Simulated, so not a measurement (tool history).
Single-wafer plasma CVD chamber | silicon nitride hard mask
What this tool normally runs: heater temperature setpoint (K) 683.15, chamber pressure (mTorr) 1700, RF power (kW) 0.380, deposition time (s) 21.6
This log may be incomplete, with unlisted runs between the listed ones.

run   hour  heater temperature setpoint (K)  chamber pressure (mTorr)  RF power (kW)  deposition time (s)  wafers since the last listed run  hours since the last thermocouple change  hours since the last RF generator calibration  hours since the last manometer calibration  hours since the showerhead was replaced  hours since the gauge calibration  read-back reference wafer on the same gauge, thickness_nm  mean film thickness on the monitor wafer (nm)
  1    0.0                           683.15                      1700          0.380                 21.6                                 0                                    1849.4                                         1014.7                                      1469.0                                   2780.6                              411.7                                                     25.703                                         29.315
  2   30.1                           683.15                      1700          0.410                 21.6                               988                                    1879.5                                         1044.8                                      1499.1                                   2810.7                              441.8                                                     25.733                                         30.679
  3   55.3                           683.15                      1700          0.410                 21.6                               827                                    1904.7                                         1070.0                                      1524.3                                   2835.9                              467.0                                                     25.749                                         30.672
  4   79.3                           683.15                      1700          0.380                 21.6                               788                                    1928.7                                         1094.0                                      1548.3                                   2859.9                              491.0                                                     25.683                                         28.952
  5  113.6                           683.15                      1700          0.380                 21.6                              1126                                    1963.0                                         1128.3                                      1582.6                                   2894.2                              525.3                                                     25.700                                         28.670
  6  143.3                           683.15                      1700          0.380                 21.6                               975                                    1992.7                                         1158.0                                      1612.3                                   2923.9                              555.0                                                     25.714                                         28.540
  7  165.4                           683.15                      1700          0.380                 21.6                               725                                    2014.8                                         1180.1                                      1634.4                                   2946.0                              577.1                                                     25.719                                         28.329
  8  177.9                           683.15                      1700          0.380                 18.5                               410                                    2027.3                                         1192.6                                      1646.9                                   2958.5                              589.6                                                     25.752                                         24.382
  9  199.4                           683.15                      1700          0.380                 24.0                               706                                    2048.8                                         1214.1                                      1668.4                                   2980.0                              611.1                                                     25.651                                         31.615
 10  213.0                           683.15                      1700          0.380                 24.0                               446                                    2062.4                                         1227.7                                      1682.0                                   2993.6                              624.7                                                     25.775                                         31.592
 11  241.5                           683.15                      1700          0.415                 21.6                               936                                    2090.9                                         1256.2                                      1710.5                                   3022.1                              653.2                                                     25.716                                         30.324
 12  254.1                           683.15                      1390          0.380                 21.6                               413                                    2103.5                                         1268.8                                      1723.1                                   3034.7                              665.8                                                     25.698                                         26.607
 13  272.0                           683.15                      1390          0.380                 21.6                               587                                    2121.4                                         1286.7                                      1741.0                                   3052.6                              683.7                                                     25.726                                         26.622
 14  290.6                           683.15                      1700          0.380                 21.6                               610                                    2140.0                                         1305.3                                      1759.6                                   3071.2                              702.3                                                     25.703                                         27.884
 15  310.2                           683.15                      1700          0.380                 21.6                               643                                    2159.6                                         1324.9                                      1779.2                                   3090.8                              721.9                                                     25.752                                         28.086
     335.9  -- thermocouple changed; heater temperature recalibrated
 16  336.4                           690.15                      1860          0.445                 18.4                               597                                       0.5                                         1351.1                                      1805.4                                   3117.0                              748.1                                                     25.679                                         27.568
 17  365.3                           690.15                      1330          0.380                 18.4                               949                                      29.4                                         1380.0                                      1834.3                                   3145.9                              777.0                                                     25.696                                         22.102
     373.5  -- RF generator calibrated
     384.2  -- gauge calibrated
 18  400.6                           683.15                      1940          0.380                 18.4                               896                                      64.7                                           27.1                                      1869.6                                   3181.2                               16.4                                                     25.687                                         26.874
 19  433.4                           673.15                      1970          0.355                 21.6                              1077                                      97.5                                           59.9                                      1902.4                                   3214.0                               49.2                                                     25.717                                         30.055
     458.9  -- capacitance manometer re-zeroed and calibrated
     489.3  -- showerhead replaced
 20  517.2                           671.15                      1930          0.355                 19.9                              2227                                     181.3                                          143.7                                        58.3                                     27.9                              133.0                                                     25.633                                         27.569
 21  531.3                           683.15                      1700          0.420                 18.9                               463                                     195.4                                          157.8                                        72.4                                     42.0                              147.1                                                     25.706                                         28.626
 22  562.4                           687.15                      1550          0.450                 20.5                              1021                                     226.5                                          188.9                                       103.5                                     73.1                              178.2                                                     25.727                                         31.665
 23  597.3                           683.15                      1700          0.380                 21.6                              1146                                     261.4                                          223.8                                       138.4                                    108.0                              213.1                                                     25.694                                         30.563
 24  625.2                           683.15                      1700          0.380                 21.6                               916                                     289.3                                          251.7                                       166.3                                    135.9                              241.0                                                     25.641                                         30.250
 25  651.4                           683.15                      1700          0.380                 25.6                               860                                     315.5                                          277.9                                       192.5                                    162.1                              267.2                                                     25.738                                         35.959
 26  684.1                           696.15                      1700          0.420                 18.5                              1074                                     348.2                                          310.6                                       225.2                                    194.8                              299.9                                                     25.749                                         27.678
 27  709.3                           683.15                      1700          0.325                 18.3                               827                                     373.4                                          335.8                                       250.4                                    220.0                              325.1                                                     25.672                                         22.262
 28  723.0                           683.15                      1820          0.380                 24.9                               450                                     387.1                                          349.5                                       264.1                                    233.7                              338.8                                                     25.756                                         35.253
 29  735.9                           683.15                      1700          0.380                 21.6                               423                                     400.0                                          362.4                                       277.0                                    246.6                              351.7                                                     25.693                                         30.195
 30  759.1                           683.15                      1440          0.320                 23.2                               762                                     423.2                                          385.6                                       300.2                                    269.8                              374.9                                                     25.700                                         26.859

What if the next run were any one of these 3? Each begins from the tool's condition after run 30:
  A  759.5                           674.15                      1700          0.380                 21.6                                13                                     423.6                                          386.0                                       300.6                                    270.2                              375.3                                                          ?                                              ?
  B  759.5                           683.15                      1700          0.405                 21.6                                13                                     423.6                                          386.0                                       300.6                                    270.2                              375.3                                                          ?                                              ?
  C  759.5                           693.15                      1700          0.380                 21.6                                13                                     423.6                                          386.0                                       300.6                                    270.2                              375.3                                                          ?                                              ?

run  read-back reference wafer on the same gauge, thickness_nm  mean film thickness on the monitor wafer (nm)
  A                                                     25.684                                         30.401
  B                                                     25.684                                         31.842
  C                                                     25.684                                         30.138
Take away the tool's hidden state, keep each run's random variation, and the runs would have read:
run  mean film thickness on the monitor wafer (nm)
  A                                         30.781
  B                                         32.210
  C                                         30.514
